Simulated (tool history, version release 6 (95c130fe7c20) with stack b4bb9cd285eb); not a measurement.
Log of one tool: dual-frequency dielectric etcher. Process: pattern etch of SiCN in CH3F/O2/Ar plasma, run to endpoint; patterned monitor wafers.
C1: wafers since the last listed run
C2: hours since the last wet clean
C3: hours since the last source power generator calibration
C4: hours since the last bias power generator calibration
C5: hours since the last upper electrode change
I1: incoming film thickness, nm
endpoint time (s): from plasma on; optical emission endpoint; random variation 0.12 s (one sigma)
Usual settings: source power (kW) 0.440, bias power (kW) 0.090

run 1 hour=0.0 | source_power_(kW)=0.440 bias_power_(kW)=0.095 | C1=0 C2=554.5 C3=3903.1 C4=3675.7 C5=2944.1 | I1=6.91 | endpoint_time_(s)=14.4
run 2 hour=74.9 | source_power_(kW)=0.440 bias_power_(kW)=0.095 | C1=801 C2=629.4 C3=3978.0 C4=3750.6 C5=3019.0 | I1=6.94 | endpoint_time_(s)=14.2
-- hour=109.0 wet clean of the chamber
run 3 hour=140.5 | source_power_(kW)=0.440 bias_power_(kW)=0.095 | C1=445 C2=31.5 C3=4043.6 C4=3816.2 C5=3084.6 | I1=6.85 | endpoint_time_(s)=14.5
run 4 hour=184.4 | source_power_(kW)=0.440 bias_power_(kW)=0.090 | C1=469 C2=75.4 C3=4087.5 C4=3860.1 C5=3128.5 | I1=6.88 | endpoint_time_(s)=14.9
run 5 hour=222.8 | source_power_(kW)=0.440 bias_power_(kW)=0.090 | C1=410 C2=113.8 C3=4125.9 C4=3898.5 C5=3166.9 | I1=6.93 | endpoint_time_(s)=15.0
run 6 hour=318.1 | source_power_(kW)=0.440 bias_power_(kW)=0.090 | C1=1019 C2=209.1 C3=4221.2 C4=3993.8 C5=3262.2 | I1=6.94 | endpoint_time_(s)=14.9
run 7 hour=377.0 | source_power_(kW)=0.440 bias_power_(kW)=0.090 | C1=630 C2=268.0 C3=4280.1 C4=4052.7 C5=3321.1 | I1=6.88 | endpoint_time_(s)=14.5
run 8 hour=475.8 | source_power_(kW)=0.440 bias_power_(kW)=0.090 | C1=1057 C2=366.8 C3=4378.9 C4=4151.5 C5=3419.9 | I1=6.86 | endpoint_time_(s)=14.4
run 9 hour=515.8 | source_power_(kW)=0.440 bias_power_(kW)=0.090 | C1=428 C2=406.8 C3=4418.9 C4=4191.5 C5=3459.9 | I1=6.90 | endpoint_time_(s)=14.6
run 10 hour=570.9 | source_power_(kW)=0.440 bias_power_(kW)=0.090 | C1=589 C2=461.9 C3=4474.0 C4=4246.6 C5=3515.0 | I1=6.95 | endpoint_time_(s)=14.3
-- hour=577.9 source power generator calibrated
-- hour=659.2 wet clean of the chamber
-- hour=675.9 upper electrode replaced
run 11 hour=676.4 | source_power_(kW)=0.440 bias_power_(kW)=0.090 | C1=651 C2=17.2 C3=98.5 C4=4352.1 C5=0.5 | I1=6.93 | endpoint_time_(s)=15.0
run 12 hour=732.1 | source_power_(kW)=0.440 bias_power_(kW)=0.090 | C1=596 C2=72.9 C3=154.2 C4=4407.8 C5=56.2 | I1=6.84 | endpoint_time_(s)=15.0
run 13 hour=839.0 | source_power_(kW)=0.440 bias_power_(kW)=0.090 | C1=1144 C2=179.8 C3=261.1 C4=4514.7 C5=163.1 | I1=6.99 | endpoint_time_(s)=14.9
-- hour=879.8 bias power generator calibrated
run 14 hour=887.2 | source_power_(kW)=0.400 bias_power_(kW)=0.082 | C1=473 C2=228.0 C3=309.3 C4=7.4 C5=211.3 | I1=6.98 | endpoint_time_(s)=15.6
run 15 hour=939.7 | source_power_(kW)=0.440 bias_power_(kW)=0.090 | C1=561 C2=280.5 C3=361.8 C4=59.9 C5=263.8 | I1=6.85 | endpoint_time_(s)=14.5
run 16 hour=995.6 | source_power_(kW)=0.370 bias_power_(kW)=0.070 | C1=598 C2=336.4 C3=417.7 C4=115.8 C5=319.7 | I1=6.92 | endpoint_time_(s)=16.0
run 17 hour=1086.7 | source_power_(kW)=0.490 bias_power_(kW)=0.083 | C1=974 C2=427.5 C3=508.8 C4=206.9 C5=410.8 | I1=6.85 | endpoint_time_(s)=14.6
run 18 hour=1166.3 | source_power_(kW)=0.350 bias_power_(kW)=0.090 | C1=851 C2=507.1 C3=588.4 C4=286.5 C5=490.4 | I1=6.92 | endpoint_time_(s)=15.2
run 19 hour=1236.0 | source_power_(kW)=0.470 bias_power_(kW)=0.071 | C1=745 C2=576.8 C3=658.1 C4=356.2 C5=560.1 | I1=6.87 | endpoint_time_(s)=15.1
run 20 hour=1337.9 | source_power_(kW)=0.440 bias_power_(kW)=0.090 | C1=1090 C2=678.7 C3=760.0 C4=458.1 C5=662.0 | I1=6.91 | endpoint_time_(s)=14.3
-- hour=1373.3 wet clean of the chamber
run 21 hour=1424.0 | source_power_(kW)=0.340 bias_power_(kW)=0.090 | C1=664 C2=50.7 C3=846.1 C4=544.2 C5=748.1 | I1=6.86 | endpoint_time_(s)=15.6
run 22 hour=1504.5 | source_power_(kW)=0.440 bias_power_(kW)=0.090 | C1=861 C2=131.2 C3=926.6 C4=624.7 C5=828.6 | I1=6.85 | endpoint_time_(s)=14.6
run 23 hour=1561.7 | source_power_(kW)=0.510 bias_power_(kW)=0.081 | C1=612 C2=188.4 C3=983.8 C4=681.9 C5=885.8 | I1=6.92 | endpoint_time_(s)=14.7
run 24 hour=1626.0 | source_power_(kW)=0.440 bias_power_(kW)=0.069 | C1=688 C2=252.7 C3=1048.1 C4=746.2 C5=950.1 | I1=6.95 | endpoint_time_(s)=15.7
run 25 hour=1716.9 | source_power_(kW)=0.440 bias_power_(kW)=0.090 | C1=972 C2=343.6 C3=1139.0 C4=837.1 C5=1041.0 | I1=6.95 | endpoint_time_(s)=14.7
run 26 hour=1916.0 | source_power_(kW)=0.530 bias_power_(kW)=0.084 | C1=2130 C2=542.7 C3=1338.1 C4=1036.2 C5=1240.1 | I1=6.98 | endpoint_time_(s)=14.4

3 ways to go on from here, each from the tool as it stands after run 26. What would each give?
run A hour=1916.4 | source_power_(kW)=0.440 bias_power_(kW)=0.090 | C1=4 C2=543.1 C3=1338.5 C4=1036.6 C5=1240.5 | I1=6.89 | endpoint_time_(s)=?
run B hour=1916.4 | source_power_(kW)=0.340 bias_power_(kW)=0.073 | C1=4 C2=543.1 C3=1338.5 C4=1036.6 C5=1240.5 | I1=6.89 | endpoint_time_(s)=?
run C hour=1916.4 | source_power_(kW)=0.480 bias_power_(kW)=0.073 | C1=4 C2=543.1 C3=1338.5 C4=1036.6 C5=1240.5 | I1=6.89 | endpoint_time_(s)=?

run=A endpoint_time_(s)=14.3
run=B endpoint_time_(s)=16.0
run=C endpoint_time_(s)=14.9
Without the tool's hidden state the same runs would have given:
run=A endpoint_time_(s)=14.9
run=B endpoint_time_(s)=16.7
run=C endpoint_time_(s)=15.6

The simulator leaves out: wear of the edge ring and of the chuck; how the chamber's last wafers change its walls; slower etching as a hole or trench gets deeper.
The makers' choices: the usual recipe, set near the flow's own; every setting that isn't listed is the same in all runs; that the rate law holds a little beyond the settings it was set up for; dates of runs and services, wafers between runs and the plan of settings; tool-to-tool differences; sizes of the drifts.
